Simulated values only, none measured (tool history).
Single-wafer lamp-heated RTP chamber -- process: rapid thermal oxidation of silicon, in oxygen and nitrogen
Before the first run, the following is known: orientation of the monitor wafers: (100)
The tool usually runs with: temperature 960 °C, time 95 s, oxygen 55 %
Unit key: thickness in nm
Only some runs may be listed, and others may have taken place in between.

run,hour,temperature,time,oxygen,"read-back reference wafer on the same gauge, thickness",thickness
1,0.0,960,74,55,3.950,4.376
2,8.4,960,74,55,3.953,4.378
3,50.1,960,95,55,3.949,4.850
# hour 58.3: gauge calibrated
4,59.2,960,95,40,3.953,4.405
5,67.6,960,95,40,3.947,4.401
6,81.9,960,95,40,3.948,4.404
7,95.7,949,95,55,3.950,4.513
8,103.9,960,95,55,3.950,4.863
9,114.8,960,95,36,3.950,4.257
# hour 131.5: oxygen flow controller replaced
10,132.0,989,95,55,3.948,6.022
# hour 143.1: pyrometer window cleaned and pyrometer calibrated
11,144.2,933,95,55,3.951,3.805
12,152.3,960,95,55,3.948,4.568
13,169.0,960,95,55,3.949,4.557
14,184.2,934,68,55,3.948,3.399

Each row is a separate what-if for the run after 14, all from the same tool condition, not one after another. Results?
A,184.7,960,95,55,?,?
B,184.7,990,130,37,?,?
C,184.7,960,95,78,?,?

run,"read-back reference wafer on the same gauge, thickness",thickness
A,3.949,4.548
B,3.949,5.660
C,3.949,5.094
Without the tool's unlogged condition, the same runs would have read:
run,thickness
A,4.504
B,5.605
C,5.042
